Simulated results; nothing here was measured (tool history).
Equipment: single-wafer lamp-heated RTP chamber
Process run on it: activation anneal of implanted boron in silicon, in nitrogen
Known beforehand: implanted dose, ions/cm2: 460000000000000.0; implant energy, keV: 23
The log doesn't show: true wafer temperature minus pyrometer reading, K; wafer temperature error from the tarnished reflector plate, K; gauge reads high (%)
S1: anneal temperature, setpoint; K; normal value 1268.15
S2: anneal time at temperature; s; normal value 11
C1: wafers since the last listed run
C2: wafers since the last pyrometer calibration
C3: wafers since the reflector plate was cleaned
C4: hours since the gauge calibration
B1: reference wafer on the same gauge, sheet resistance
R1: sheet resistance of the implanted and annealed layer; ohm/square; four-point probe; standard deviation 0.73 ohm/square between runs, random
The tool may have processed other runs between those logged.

| run | hour | S1 | S2 | C1 | C2 | C3 | C4 | B1 | R1 |
|---|---|---|---|---|---|---|---|---|---|
| 1 | 0.0 | 1268.15 | 11 | 0 | 2111 | 8936 | 1037.4 | 241.14 | 228.49 |
| 2 | 32.9 | 1268.15 | 11 | 568 | 2680 | 9504 | 1070.3 | 241.18 | 228.35 |
| 3 | 61.8 | 1268.15 | 11 | 499 | 3180 | 10004 | 1099.2 | 241.06 | 227.79 |
| 4 | 84.1 | 1268.15 | 11 | 385 | 3565 | 10389 | 1121.5 | 241.26 | 226.73 |
| 5 | 108.7 | 1268.15 | 11 | 425 | 3990 | 10815 | 1146.1 | 241.09 | 227.31 |
| 6 | 141.5 | 1284.15 | 16 | 566 | 4557 | 11382 | 1178.9 | 241.08 | 220.61 |
| 7 | 157.9 | 1268.15 | 11 | 283 | 4841 | 11665 | 1195.3 | 241.00 | 226.33 |
| 8 | 188.7 | 1268.15 | 11 | 532 | 5373 | 12197 | 1226.1 | 240.87 | 225.47 |
| 9 | 217.4 | 1268.15 | 11 | 496 | 5869 | 12694 | 1254.8 | 241.12 | 224.35 |
|  | 247.4 | reflector plate cleaned |
| 10 | 251.8 | 1268.15 | 11 | 456 | 6326 | 76 | 1289.2 | 240.96 | 225.28 |
| 11 | 279.1 | 1244.15 | 8 | 471 | 6798 | 548 | 1316.5 | 240.90 | 243.37 |
| 12 | 292.4 | 1244.15 | 8 | 229 | 7027 | 778 | 1329.8 | 240.93 | 240.90 |
| 13 | 306.3 | 1244.15 | 8 | 240 | 7268 | 1018 | 1343.7 | 240.91 | 241.14 |
|  | 330.7 | pyrometer window cleaned and pyrometer calibrated |
| 14 | 334.0 | 1253.15 | 11 | 340 | 56 | 1359 | 1371.4 | 241.04 | 242.21 |
|  | 338.4 | gauge calibrated |
| 15 | 356.0 | 1268.15 | 14 | 380 | 437 | 1739 | 17.6 | 241.02 | 227.00 |
| 16 | 368.9 | 1268.15 | 14 | 222 | 660 | 1962 | 30.5 | 241.07 | 227.07 |
| 17 | 394.8 | 1268.15 | 9 | 447 | 1107 | 2410 | 56.4 | 240.92 | 229.69 |
| 18 | 408.1 | 1241.15 | 6 | 229 | 1337 | 2640 | 69.7 | 241.03 | 261.93 |
| 19 | 441.4 | 1239.15 | 13 | 575 | 1913 | 3215 | 103.0 | 240.86 | 257.94 |
| 20 | 474.1 | 1297.15 | 14 | 565 | 2478 | 3781 | 135.7 | 241.06 | 219.04 |
| 21 | 497.1 | 1268.15 | 11 | 397 | 2876 | 4178 | 158.7 | 241.13 | 228.35 |
| 22 | 527.4 | 1254.15 | 13 | 523 | 3400 | 4702 | 189.0 | 240.91 | 236.92 |
| 23 | 562.1 | 1268.15 | 11 | 599 | 4000 | 5302 | 223.7 | 240.94 | 228.06 |
| 24 | 588.1 | 1268.15 | 11 | 449 | 4449 | 5751 | 249.7 | 241.18 | 226.93 |
| 25 | 615.5 | 1290.15 | 9 | 473 | 4923 | 6225 | 277.1 | 240.98 | 220.39 |
| 26 | 644.9 | 1268.15 | 16 | 508 | 5431 | 6733 | 306.5 | 240.96 | 224.11 |
| 27 | 670.8 | 1268.15 | 6 | 447 | 5879 | 7181 | 332.4 | 240.97 | 227.71 |
| 28 | 689.8 | 1268.15 | 17 | 328 | 6207 | 7509 | 351.4 | 240.97 | 224.23 |
| 29 | 711.1 | 1248.15 | 8 | 368 | 6575 | 7877 | 372.7 | 240.95 | 240.51 |
|  | 741.1 | pyrometer window cleaned and pyrometer calibrated |
| 30 | 741.6 | 1256.15 | 7 | 388 | 9 | 8266 | 403.2 | 240.85 | 242.03 |
| 31 | 772.4 | 1260.15 | 16 | 532 | 541 | 8799 | 434.0 | 240.90 | 232.62 |
| 32 | 790.0 | 1268.15 | 11 | 304 | 846 | 9103 | 451.6 | 241.01 | 229.24 |
| 33 | 811.6 | 1268.15 | 11 | 373 | 1219 | 9476 | 473.2 | 240.98 | 229.14 |
| 34 | 827.2 | 1253.15 | 6 | 269 | 1489 | 9746 | 488.8 | 241.11 | 244.63 |
| 35 | 853.9 | 1268.15 | 16 | 461 | 1950 | 10208 | 515.5 | 240.87 | 227.23 |
| 36 | 957.7 | 1241.15 | 14 | 1794 | 3745 | 12002 | 619.3 | 240.94 | 249.42 |
| 37 | 971.8 | 1268.15 | 11 | 243 | 3988 | 12246 | 633.4 | 241.18 | 226.30 |
| 38 | 1004.1 | 1288.15 | 14 | 558 | 4547 | 12804 | 665.7 | 240.81 | 220.96 |

Alternative continuations, all from the tool just after run 38; predict every row:
| A | 1004.5 | 1246.15 | 11 | 6 | 4554 | 12811 | 666.1 | ? | ? |
| B | 1004.5 | 1293.15 | 11 | 6 | 4554 | 12811 | 666.1 | ? | ? |
| C | 1004.5 | 1277.15 | 11 | 6 | 4554 | 12811 | 666.1 | ? | ? |

| run | B1 | R1 |
|---|---|---|
| A | 240.96 | 243.26 |
| B | 240.96 | 219.63 |
| C | 240.96 | 222.81 |
What these runs would have given with no unlogged condition in the tool:
| run | R1 |
|---|---|
| A | 248.81 |
| B | 220.28 |
| C | 224.16 |
